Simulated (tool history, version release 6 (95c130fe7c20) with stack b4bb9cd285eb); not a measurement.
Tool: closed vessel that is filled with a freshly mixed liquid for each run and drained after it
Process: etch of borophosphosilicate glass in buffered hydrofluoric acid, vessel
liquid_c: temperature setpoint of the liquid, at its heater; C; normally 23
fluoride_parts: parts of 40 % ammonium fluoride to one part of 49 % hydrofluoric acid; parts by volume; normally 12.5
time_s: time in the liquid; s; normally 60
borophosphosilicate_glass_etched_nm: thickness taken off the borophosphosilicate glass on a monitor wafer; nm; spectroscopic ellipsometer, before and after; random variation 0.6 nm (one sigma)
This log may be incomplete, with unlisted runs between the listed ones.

run	hour	liquid_c	fluoride_parts	time_s	wafers since the last listed run	hours since the thermometer was replaced	hours since the hydrofluoric acid flow meter was replaced	hours since the gauge calibration	read-back film thickness of the borophosphosilicate glass reference wafer, read on the same gauge (nm)	borophosphosilicate_glass_etched_nm
1	0	23	12.5	60	0	1379.9	1730.6	91.3	139.99	63.35
2	8.8	20	12.5	60	913	1388.7	1739.4	100.1	140.04	53.9
3	22.8	20	12.5	60	1453	1402.7	1753.4	114.1	140.02	54.35
4	38.8	20	12.5	60	1661	1418.7	1769.4	130.1	140	54.81
5	52.4	19.5	11	60	1412	1432.3	1783	143.7	140.01	59.75
6	69.8	23	12.5	60	1806	1449.7	1800.4	161.1	140.02	63.84
7	86.9	23	12.5	60	1775	1466.8	1817.5	178.2	140	63.42
8	93	23	12.5	60	633	1472.9	1823.6	184.3	139.97	64.44
9	108.6	23	12.5	60	1619	1488.5	1839.2	199.9	140.02	64.91
# hour 119.6: thermometer replaced
10	124.2	23	12.5	60	1515	4.6	1854.8	215.5	140.03	64.22
11	130.5	23	12.5	45	654	10.9	1861.1	221.8	140.01	48.93
12	183.6	23	12.5	60	5513	64	1914.2	274.9	140.02	65.05
13	195.1	24	12.5	50	1194	75.5	1925.7	286.4	139.94	57.28
# hour 199.8: gauge calibrated
14	210.2	19.5	15.5	50	1567	90.6	1940.8	10.4	139.97	35.79
15	224.9	23	14	70	1526	105.3	1955.5	25.1	140.02	65.99
16	242.5	27.5	12.5	60	1827	122.9	1973.1	42.7	140.02	81.63
17	253.7	23	17	60	1162	134.1	1984.3	53.9	140.04	45.96
18	263.5	23	12.5	50	1017	143.9	1994.1	63.7	139.97	53.06
19	279.8	23	12.5	60	1692	160.2	2010.4	80	140.01	64.36
# hour 286.5: hydrofluoric acid flow meter replaced
20	292.4	23	12.5	60	1204	172.8	5.9	92.6	140.01	63.22
21	300.2	21	15.5	35	809	180.6	13.7	100.4	140	26.78
22	306.5	21	15.5	60	654	186.9	20	106.7	139.96	45.43
23	318.3	19.5	11	60	1225	198.7	31.8	118.5	139.98	60.04
24	335	23	12.5	40	1733	215.4	48.5	135.2	139.99	43.31
25	366.9	21	15	45	3312	247.3	80.4	167.1	140.01	36.02
26	381.4	23	8.5	60	1505	261.8	94.9	181.6	140	89.35
27	403.8	23	10	60	2325	284.2	117.3	204	139.98	79.99
28	411	21.5	10.5	60	747	291.4	124.5	211.2	139.99	68.83
29	417.3	28	14.5	85	654	297.7	130.8	217.5	140.04	103.12
30	425.8	19.5	15.5	75	882	306.2	139.3	226	139.98	53.44
# hour 442: gauge calibrated
31	443.3	23	12.5	30	1816	323.7	156.8	1.3	140.02	32.12

Describe how what the log doesn't record of the tool's condition differs between the last listed run preceding each entry between runs and the first listed run following it.
Between runs 9 and 10: thermometer replaced (hour 119.6)
  no difference in the tool's unlogged condition between these two runs
Between runs 13 and 14: gauge calibrated (hour 199.8)
  no difference in the tool's unlogged condition between these two runs
Between runs 19 and 20: hydrofluoric acid flow meter replaced (hour 286.5)
  no difference in the tool's unlogged condition between these two runs
Between runs 30 and 31: gauge calibrated (hour 442)
  no difference in the tool's unlogged condition between these two runs
